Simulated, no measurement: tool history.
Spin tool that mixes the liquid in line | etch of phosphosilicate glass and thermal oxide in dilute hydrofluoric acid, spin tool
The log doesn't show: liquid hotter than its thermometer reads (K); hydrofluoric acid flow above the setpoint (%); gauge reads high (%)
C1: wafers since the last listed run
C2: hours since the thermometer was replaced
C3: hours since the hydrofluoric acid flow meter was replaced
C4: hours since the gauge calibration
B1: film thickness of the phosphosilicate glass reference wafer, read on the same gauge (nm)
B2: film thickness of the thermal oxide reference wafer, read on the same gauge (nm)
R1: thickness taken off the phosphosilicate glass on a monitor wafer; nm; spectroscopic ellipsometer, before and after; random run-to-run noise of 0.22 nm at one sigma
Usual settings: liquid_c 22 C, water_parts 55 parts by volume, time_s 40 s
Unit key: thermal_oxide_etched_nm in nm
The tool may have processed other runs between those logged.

run 1 hour=0 | liquid_c=22 water_parts=65 time_s=40 | C1=0 C2=1838.2 C3=745.2 C4=1122.1 | B1=110.02 B2=100.016 | R1=40.44 thermal_oxide_etched_nm=2.584
run 2 hour=59.1 | liquid_c=22 water_parts=65 time_s=40 | C1=902 C2=1897.3 C3=804.3 C4=1181.2 | B1=109.98 B2=100.009 | R1=40.2 thermal_oxide_etched_nm=2.576
run 3 hour=100.4 | liquid_c=22 water_parts=35 time_s=40 | C1=630 C2=1938.6 C3=845.6 C4=1222.5 | B1=109.99 B2=99.976 | R1=77.09 thermal_oxide_etched_nm=5.095
-- hour=152 hydrofluoric acid flow meter replaced
run 4 hour=159.5 | liquid_c=22 water_parts=55 time_s=40 | C1=887 C2=1997.7 C3=7.5 C4=1281.6 | B1=109.97 B2=100.002 | R1=45.87 thermal_oxide_etched_nm=3.016
-- hour=161.1 thermometer replaced
run 5 hour=194.7 | liquid_c=22 water_parts=55 time_s=40 | C1=522 C2=33.6 C3=42.7 C4=1316.8 | B1=110.02 B2=99.968 | R1=43.91 thermal_oxide_etched_nm=2.875
run 6 hour=254.8 | liquid_c=22 water_parts=55 time_s=40 | C1=917 C2=93.7 C3=102.8 C4=1376.9 | B1=109.99 B2=100.005 | R1=44.7 thermal_oxide_etched_nm=2.887
run 7 hour=297.4 | liquid_c=25 water_parts=55 time_s=25 | C1=650 C2=136.3 C3=145.4 C4=1419.5 | B1=109.98 B2=100.016 | R1=31.28 thermal_oxide_etched_nm=1.993
run 8 hour=359.9 | liquid_c=22 water_parts=55 time_s=40 | C1=954 C2=198.8 C3=207.9 C4=1482 | B1=110.04 B2=99.989 | R1=44.64 thermal_oxide_etched_nm=2.945
run 9 hour=394.3 | liquid_c=19.5 water_parts=40 time_s=30 | C1=525 C2=233.2 C3=242.3 C4=1516.4 | B1=110 B2=99.978 | R1=42.19 thermal_oxide_etched_nm=2.721
run 10 hour=437.1 | liquid_c=24.5 water_parts=35 time_s=45 | C1=653 C2=276 C3=285.1 C4=1559.2 | B1=110 B2=100.007 | R1=90.2 thermal_oxide_etched_nm=5.935
run 11 hour=481.5 | liquid_c=22 water_parts=55 time_s=20 | C1=678 C2=320.4 C3=329.5 C4=1603.6 | B1=110.04 B2=100.035 | R1=22.7 thermal_oxide_etched_nm=1.471
run 12 hour=513.5 | liquid_c=22 water_parts=55 time_s=60 | C1=488 C2=352.4 C3=361.5 C4=1635.6 | B1=110.02 B2=99.999 | R1=67.57 thermal_oxide_etched_nm=4.43
run 13 hour=545.9 | liquid_c=20.5 water_parts=85 time_s=25 | C1=494 C2=384.8 C3=393.9 C4=1668 | B1=110.06 B2=100.046 | R1=16.56 thermal_oxide_etched_nm=1.088
run 14 hour=615.7 | liquid_c=24 water_parts=55 time_s=50 | C1=1065 C2=454.6 C3=463.7 C4=1737.8 | B1=110.02 B2=99.997 | R1=62.02 thermal_oxide_etched_nm=3.913
-- hour=639.2 gauge calibrated
run 15 hour=674.8 | liquid_c=22 water_parts=80 time_s=30 | C1=902 C2=513.7 C3=522.8 C4=35.6 | B1=110.05 B2=99.992 | R1=22.81 thermal_oxide_etched_nm=1.471
run 16 hour=728.7 | liquid_c=25.5 water_parts=45 time_s=45 | C1=823 C2=567.6 C3=576.7 C4=89.5 | B1=110.01 B2=100.008 | R1=74.41 thermal_oxide_etched_nm=4.734
run 17 hour=758.7 | liquid_c=19.5 water_parts=55 time_s=40 | C1=458 C2=597.6 C3=606.7 C4=119.5 | B1=109.98 B2=100.004 | R1=41.75 thermal_oxide_etched_nm=2.685
run 18 hour=786.6 | liquid_c=22 water_parts=55 time_s=40 | C1=426 C2=625.5 C3=634.6 C4=147.4 | B1=110.02 B2=99.988 | R1=46.35 thermal_oxide_etched_nm=2.998
run 19 hour=813.9 | liquid_c=22 water_parts=55 time_s=40 | C1=416 C2=652.8 C3=661.9 C4=174.7 | B1=109.99 B2=100.025 | R1=46.21 thermal_oxide_etched_nm=2.991
run 20 hour=855.1 | liquid_c=22 water_parts=55 time_s=40 | C1=629 C2=694 C3=703.1 C4=215.9 | B1=109.98 B2=99.985 | R1=46.42 thermal_oxide_etched_nm=3.031
run 21 hour=883 | liquid_c=18.5 water_parts=55 time_s=20 | C1=426 C2=721.9 C3=731 C4=243.8 | B1=110.02 B2=99.982 | R1=19.98 thermal_oxide_etched_nm=1.284
run 22 hour=922.4 | liquid_c=18.5 water_parts=65 time_s=40 | C1=601 C2=761.3 C3=770.4 C4=283.2 | B1=110.04 B2=99.971 | R1=33.61 thermal_oxide_etched_nm=2.158
run 23 hour=962.1 | liquid_c=26.5 water_parts=55 time_s=15 | C1=606 C2=801 C3=810.1 C4=322.9 | B1=110 B2=99.997 | R1=21.1 thermal_oxide_etched_nm=1.355
run 24 hour=1027.6 | liquid_c=22 water_parts=55 time_s=40 | C1=1000 C2=866.5 C3=875.6 C4=388.4 | B1=110.02 B2=100.019 | R1=47.11 thermal_oxide_etched_nm=2.995
run 25 hour=1087.7 | liquid_c=25 water_parts=80 time_s=25 | C1=917 C2=926.6 C3=935.7 C4=448.5 | B1=110.04 B2=100.004 | R1=22.26 thermal_oxide_etched_nm=1.407
-- hour=1124.4 hydrofluoric acid flow meter replaced
run 26 hour=1131.6 | liquid_c=20.5 water_parts=55 time_s=15 | C1=655 C2=970.5 C3=7.2 C4=492.4 | B1=109.99 B2=99.962 | R1=15.97 thermal_oxide_etched_nm=1.031

3 ways to go on from here, each from the tool as it stands after run 26. What would each give?
run A hour=1132 | liquid_c=22 water_parts=55 time_s=40 | C1=6 C2=970.9 C3=7.6 C4=492.8 | B1=? B2=? | R1=? thermal_oxide_etched_nm=?
run B hour=1132 | liquid_c=26.5 water_parts=80 time_s=25 | C1=6 C2=970.9 C3=7.6 C4=492.8 | B1=? B2=? | R1=? thermal_oxide_etched_nm=?
run C hour=1132 | liquid_c=23.5 water_parts=70 time_s=40 | C1=6 C2=970.9 C3=7.6 C4=492.8 | B1=? B2=? | R1=? thermal_oxide_etched_nm=?

run=A B1=110.02 B2=99.99 R1=45.04 thermal_oxide_etched_nm=2.906
run=B B1=110.02 B2=99.99 R1=22.46 thermal_oxide_etched_nm=1.449
run=C B1=110.02 B2=99.99 R1=36.93 thermal_oxide_etched_nm=2.382
Stripped of hidden state, with their random variation kept, the same runs would have yielded:
run=A R1=43.78 thermal_oxide_etched_nm=2.825
run=B R1=21.85 thermal_oxide_etched_nm=1.41
run=C R1=35.91 thermal_oxide_etched_nm=2.316

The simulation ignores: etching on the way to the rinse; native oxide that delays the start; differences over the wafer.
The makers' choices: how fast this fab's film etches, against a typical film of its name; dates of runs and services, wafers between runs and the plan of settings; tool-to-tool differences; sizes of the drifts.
